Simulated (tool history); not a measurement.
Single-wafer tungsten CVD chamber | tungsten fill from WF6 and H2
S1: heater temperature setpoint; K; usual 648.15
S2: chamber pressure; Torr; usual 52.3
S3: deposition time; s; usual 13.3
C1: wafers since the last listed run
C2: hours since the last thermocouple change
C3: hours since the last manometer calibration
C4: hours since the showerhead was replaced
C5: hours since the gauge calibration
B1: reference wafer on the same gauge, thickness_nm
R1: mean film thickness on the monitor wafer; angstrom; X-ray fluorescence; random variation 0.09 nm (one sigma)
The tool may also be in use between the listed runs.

{"run": 1, "hour": 0.0, "S1": 648.15, "S2": 49.6, "S3": 13.3, "C1": 0, "C2": 1339, "C3": 2178.7, "C4": 5779.4, "C5": 29.9, "B1": 31.379, "R1": 333.44}
{"run": 2, "hour": 16.6, "S1": 658.15, "S2": 52.3, "S3": 13.3, "C1": 764, "C2": 1355.6, "C3": 2195.3, "C4": 5796, "C5": 46.5, "B1": 31.42, "R1": 403.49}
{"run": 3, "hour": 28.8, "S1": 658.15, "S2": 52.3, "S3": 13.3, "C1": 561, "C2": 1367.8, "C3": 2207.5, "C4": 5808.2, "C5": 58.7, "B1": 31.37, "R1": 404.31}
{"run": 4, "hour": 40.0, "S1": 658.15, "S2": 52.3, "S3": 13.3, "C1": 515, "C2": 1379, "C3": 2218.7, "C4": 5819.4, "C5": 69.9, "B1": 31.424, "R1": 403.3}
{"run": 5, "hour": 56.9, "S1": 658.15, "S2": 60, "S3": 13.3, "C1": 778, "C2": 1395.9, "C3": 2235.6, "C4": 5836.3, "C5": 86.8, "B1": 31.39, "R1": 424.12}
{"run": 6, "hour": 63.8, "S1": 658.15, "S2": 60, "S3": 13.3, "C1": 317, "C2": 1402.8, "C3": 2242.5, "C4": 5843.2, "C5": 93.7, "B1": 31.412, "R1": 425.8}
{"hour": 78.8, "done": "thermocouple changed; heater temperature recalibrated"}
{"hour": 86.0, "done": "showerhead replaced, of another model than before"}
{"hour": 87.6, "done": "capacitance manometer re-zeroed and calibrated"}
{"run": 7, "hour": 88.1, "S1": 658.15, "S2": 60, "S3": 13.3, "C1": 345, "C2": 9.3, "C3": 0.5, "C4": 2.1, "C5": 118, "B1": 31.392, "R1": 374.97}
{"run": 8, "hour": 90.8, "S1": 641.15, "S2": 60.9, "S3": 13.3, "C1": 124, "C2": 12, "C3": 3.2, "C4": 4.8, "C5": 120.7, "B1": 31.405, "R1": 274.97}
{"run": 9, "hour": 106.0, "S1": 635.15, "S2": 61.2, "S3": 15.3, "C1": 700, "C2": 27.2, "C3": 18.4, "C4": 20, "C5": 135.9, "B1": 31.403, "R1": 284.59}

Forecast run 10:
{"run": 10, "hour": 119.4, "S1": 648.15, "S2": 41.2, "S3": 11.5, "C1": 617, "C2": 40.6, "C3": 31.8, "C4": 33.4, "C5": 149.3, "B1": "?", "R1": "?"}

B1: 31.4
R1: 250.62 angstrom
Without the tool's hidden state the same run would have given R1 248.13 angstrom.
